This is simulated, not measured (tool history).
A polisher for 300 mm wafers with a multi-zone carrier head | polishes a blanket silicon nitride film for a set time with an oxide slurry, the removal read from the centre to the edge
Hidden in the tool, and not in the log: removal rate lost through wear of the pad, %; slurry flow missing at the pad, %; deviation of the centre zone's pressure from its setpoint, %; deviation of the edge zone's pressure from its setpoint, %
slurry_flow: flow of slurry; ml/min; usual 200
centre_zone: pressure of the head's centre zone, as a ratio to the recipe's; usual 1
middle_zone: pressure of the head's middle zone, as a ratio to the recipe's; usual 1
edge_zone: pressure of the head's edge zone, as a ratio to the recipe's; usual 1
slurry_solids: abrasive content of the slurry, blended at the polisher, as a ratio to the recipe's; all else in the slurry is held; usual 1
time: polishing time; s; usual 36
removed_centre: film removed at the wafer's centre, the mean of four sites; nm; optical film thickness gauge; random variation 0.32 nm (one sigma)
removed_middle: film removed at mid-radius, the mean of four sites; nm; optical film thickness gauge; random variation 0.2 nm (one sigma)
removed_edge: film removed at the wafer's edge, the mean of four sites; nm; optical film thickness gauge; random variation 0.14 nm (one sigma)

run   hour  slurry_flow  centre_zone  middle_zone  edge_zone  slurry_solids  time  wafers since the last listed run  wafers polished on this pad  hours since the slurry nozzle was cleaned  hours since the centre zone pressure was calibrated  hours since the edge zone pressure was calibrated  hours since the carrier head's membrane was replaced  incoming thickness of the incoming film, nm  removed_centre  removed_middle  removed_edge
  1      0          200         1.03            1          1              1    33                                 0                          451                                      642.2                                               1259.2                                              848.8                                                1647.1                                        435.8            20.1            19.8          19.3
  2      8          200            1            1          1           1.15    36                                93                          544                                      650.2                                               1267.2                                              856.8                                                1655.1                                        449.8            22.4            22.5            22
  3   21.4          200            1            1          1              1    36                               155                          700                                      663.6                                               1280.6                                              870.2                                                1668.5                                        433.2            20.9            20.2          19.7
  4   34.6          200            1            1          1              1    36                               153                          854                                      676.8                                               1293.8                                              883.4                                                1681.7                                        440.5            19.4            19.4            19
      40.3  -- worn pad replaced by a new one
  5   46.9          200            1            1          1              1    36                                96                           77                                      689.1                                               1306.1                                              895.7                                                  1694                                        437.1            22.2              22          21.5
  6   57.4          200            1            1          1              1    36                               122                          199                                      699.6                                               1316.6                                              906.2                                                1704.5                                        446.5            21.6            22.3          21.5
  7   67.6          200            1            1          1              1    36                               118                          317                                      709.8                                               1326.8                                              916.4                                                1714.7                                        442.9            22.3            21.2          21.3
        81  -- carrier head's membrane replaced by a new one
      82.7  -- edge zone pressure recalibrated
  8   83.2          200            1            1          1              1    36                               103                          421                                      725.4                                               1342.4                                                0.5                                                   2.2                                          443            21.1            20.8          20.8
      88.2  -- centre zone pressure recalibrated
  9   88.7          200         0.91            1          1              1    36                                40                          462                                      730.9                                                  0.5                                                  6                                                   7.7                                        449.1            18.6            20.9          20.6
      93.9  -- slurry nozzle cleaned
 10   94.4          200            1            1          1           1.15    36                                54                          517                                        0.5                                                  6.2                                               11.7                                                  13.4                                        440.1            22.2            21.7          21.4
 11  107.8          200            1            1       0.92              1    44                               155                          673                                       13.9                                                 19.6                                               25.1                                                  26.8                                        444.5            23.8            23.9          22.5
     124.6  -- worn pad replaced by a new one
 12  125.1          235         1.09            1       1.05              1    36                               154                            5                                       31.2                                                 36.9                                               42.4                                                  44.1                                        437.9            25.4            22.6          22.9
 13  140.1          240            1            1          1            0.9    36                               174                          179                                       46.2                                                 51.9                                               57.4                                                  59.1                                        446.7            21.8            21.3            21
 14  147.8          175         0.91            1          1            0.7    36                                89                          269                                       53.9                                                 59.6                                               65.1                                                  66.8                                        442.8            16.6              18          17.8
 15  161.5          200         1.07            1          1           1.15    36                               159                          428                                       67.6                                                 73.3                                               78.8                                                  80.5                                        446.1            24.9            22.8          22.6
 16  174.9          200            1            1          1              1    36                               155                          584                                         81                                                 86.7                                               92.2                                                  93.9                                          445              21              21          20.7
 17  183.2          200            1            1       0.93              1    36                                96                          681                                       89.3                                                   95                                              100.5                                                 102.2                                        434.3            20.5            20.4          19.5
 18  190.1          200            1            1       0.96              1    36                                80                          761                                       96.2                                                101.9                                              107.4                                                 109.1                                        442.8            20.1            20.1          19.2

4 ways to go on from here, each from the tool as it stands after run 18. What would each give?
  A  190.5          200            1            1          1              1    36                                 4                          766                                       96.6                                                102.3                                              107.8                                                 109.5                                        436.1               ?               ?             ?
  B  190.5          200          0.9            1       0.95              1    45                                 4                          766                                       96.6                                                102.3                                              107.8                                                 109.5                                        436.1               ?               ?             ?
  C  190.5          200         1.03         1.06          1            1.2    36                                 4                          766                                       96.6                                                102.3                                              107.8                                                 109.5                                        436.1               ?               ?             ?
  D  190.5          235         0.97            1          1              1    26                                 4                          766                                       96.6                                                102.3                                              107.8                                                 109.5                                        436.1               ?               ?             ?

run  removed_centre  removed_middle  removed_edge
  A            20.2            20.1          19.4
  B            22.7            25.2          23.7
  C            22.5            22.9            21
  D            14.5            14.9          14.3
Without the tool's hidden state the same runs would have given:
run  removed_centre  removed_middle  removed_edge
  A            22.6            22.6          21.8
  B            25.4            28.3          26.6
  C            25.2            25.7          23.6
  D            16.3            16.7            16
